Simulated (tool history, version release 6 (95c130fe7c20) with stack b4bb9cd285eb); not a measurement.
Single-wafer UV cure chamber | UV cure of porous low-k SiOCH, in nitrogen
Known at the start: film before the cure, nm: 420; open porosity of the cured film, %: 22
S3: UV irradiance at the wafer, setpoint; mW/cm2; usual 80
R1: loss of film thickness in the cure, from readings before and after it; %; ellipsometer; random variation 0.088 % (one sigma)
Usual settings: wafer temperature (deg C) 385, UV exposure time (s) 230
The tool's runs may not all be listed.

{"run": 1, "hour": 0.0, "wafer temperature (deg C)": 391, "UV exposure time (s)": 230, "S3": 80, "R1": 9.321}
{"run": 2, "hour": 15.3, "wafer temperature (deg C)": 391, "UV exposure time (s)": 230, "S3": 80, "R1": 9.244}
{"run": 3, "hour": 32.1, "wafer temperature (deg C)": 391, "UV exposure time (s)": 230, "S3": 80, "R1": 9.242}
{"run": 4, "hour": 40.7, "wafer temperature (deg C)": 385, "UV exposure time (s)": 230, "S3": 80, "R1": 9.178}
{"run": 5, "hour": 57.1, "wafer temperature (deg C)": 385, "UV exposure time (s)": 230, "S3": 80, "R1": 8.918}
{"run": 6, "hour": 66.9, "wafer temperature (deg C)": 385, "UV exposure time (s)": 230, "S3": 80, "R1": 8.821}
{"run": 7, "hour": 82.8, "wafer temperature (deg C)": 385, "UV exposure time (s)": 170, "S3": 80, "R1": 7.549}
{"run": 8, "hour": 96.1, "wafer temperature (deg C)": 385, "UV exposure time (s)": 230, "S3": 80, "R1": 8.673}
{"run": 9, "hour": 105.2, "wafer temperature (deg C)": 385, "UV exposure time (s)": 230, "S3": 80, "R1": 8.65}
{"run": 10, "hour": 114.4, "wafer temperature (deg C)": 385, "UV exposure time (s)": 230, "S3": 80, "R1": 8.603}
{"run": 11, "hour": 122.8, "wafer temperature (deg C)": 385, "UV exposure time (s)": 230, "S3": 80, "R1": 8.596}
{"run": 12, "hour": 133.5, "wafer temperature (deg C)": 385, "UV exposure time (s)": 230, "S3": 80, "R1": 8.551}
{"hour": 148.1, "done": "quartz window cleaned"}
{"run": 13, "hour": 148.6, "wafer temperature (deg C)": 385, "UV exposure time (s)": 230, "S3": 80, "R1": 9.432}
{"run": 14, "hour": 151.3, "wafer temperature (deg C)": 385, "UV exposure time (s)": 230, "S3": 80, "R1": 9.222}
{"run": 15, "hour": 200.2, "wafer temperature (deg C)": 385, "UV exposure time (s)": 230, "S3": 80, "R1": 9.285}
{"run": 16, "hour": 211.0, "wafer temperature (deg C)": 385, "UV exposure time (s)": 230, "S3": 80, "R1": 9.178}
{"run": 17, "hour": 222.6, "wafer temperature (deg C)": 385, "UV exposure time (s)": 230, "S3": 80, "R1": 9.247}
{"run": 18, "hour": 230.7, "wafer temperature (deg C)": 385, "UV exposure time (s)": 315, "S3": 80, "R1": 10.764}
{"run": 19, "hour": 247.8, "wafer temperature (deg C)": 397, "UV exposure time (s)": 195, "S3": 94, "R1": 9.227}
{"run": 20, "hour": 263.8, "wafer temperature (deg C)": 372, "UV exposure time (s)": 230, "S3": 80, "R1": 9.056}
{"run": 21, "hour": 273.0, "wafer temperature (deg C)": 385, "UV exposure time (s)": 110, "S3": 66, "R1": 5.286}
{"run": 22, "hour": 279.7, "wafer temperature (deg C)": 385, "UV exposure time (s)": 350, "S3": 115, "R1": 12.819}
{"run": 23, "hour": 287.6, "wafer temperature (deg C)": 385, "UV exposure time (s)": 350, "S3": 115, "R1": 12.793}
{"hour": 298.0, "done": "UV bulbs replaced"}
{"run": 24, "hour": 300.2, "wafer temperature (deg C)": 403, "UV exposure time (s)": 145, "S3": 63, "R1": 7.714}
{"run": 25, "hour": 308.7, "wafer temperature (deg C)": 385, "UV exposure time (s)": 335, "S3": 98, "R1": 13.536}
{"run": 26, "hour": 325.0, "wafer temperature (deg C)": 385, "UV exposure time (s)": 100, "S3": 51, "R1": 5.151}
{"run": 27, "hour": 336.7, "wafer temperature (deg C)": 394, "UV exposure time (s)": 140, "S3": 54, "R1": 6.775}
{"run": 28, "hour": 353.7, "wafer temperature (deg C)": 375, "UV exposure time (s)": 230, "S3": 119, "R1": 12.306}
{"run": 29, "hour": 366.1, "wafer temperature (deg C)": 385, "UV exposure time (s)": 160, "S3": 80, "R1": 8.797}
{"run": 30, "hour": 382.8, "wafer temperature (deg C)": 369, "UV exposure time (s)": 305, "S3": 108, "R1": 12.895}
{"run": 31, "hour": 390.9, "wafer temperature (deg C)": 385, "UV exposure time (s)": 230, "S3": 80, "R1": 10.479}
{"run": 32, "hour": 420.3, "wafer temperature (deg C)": 385, "UV exposure time (s)": 230, "S3": 80, "R1": 10.24}
{"run": 33, "hour": 433.1, "wafer temperature (deg C)": 379, "UV exposure time (s)": 230, "S3": 44, "R1": 7.5}
{"run": 34, "hour": 439.7, "wafer temperature (deg C)": 391, "UV exposure time (s)": 110, "S3": 99, "R1": 7.94}
{"run": 35, "hour": 449.3, "wafer temperature (deg C)": 402, "UV exposure time (s)": 305, "S3": 118, "R1": 13.86}

The same runs without the tool's hidden state, with the same run-to-run variation:
The hidden state here: lamp output below its setpoint, %; transmission lost against a clean window, %.
run=1 R1=11.116
run=2 R1=11.108
run=3 R1=11.205
run=4 R1=11.199
run=5 R1=10.986
run=6 R1=10.931
run=7 R1=9.708
run=8 R1=10.955
run=9 R1=10.995
run=10 R1=11.008
run=11 R1=11.068
run=12 R1=11.102
run=13 R1=11.066
run=14 R1=10.826
run=15 R1=11.01
run=16 R1=10.91
run=17 R1=11.027
run=18 R1=12.641
run=19 R1=11.051
run=20 R1=10.97
run=21 R1=6.935
run=22 R1=14.931
run=23 R1=14.933
run=24 R1=8.098
run=25 R1=13.998
run=26 R1=5.516
run=27 R1=7.209
run=28 R1=12.856
run=29 R1=9.33
run=30 R1=13.529
run=31 R1=11.107
run=32 R1=10.949
run=33 R1=8.204
run=34 R1=8.673
run=35 R1=14.745

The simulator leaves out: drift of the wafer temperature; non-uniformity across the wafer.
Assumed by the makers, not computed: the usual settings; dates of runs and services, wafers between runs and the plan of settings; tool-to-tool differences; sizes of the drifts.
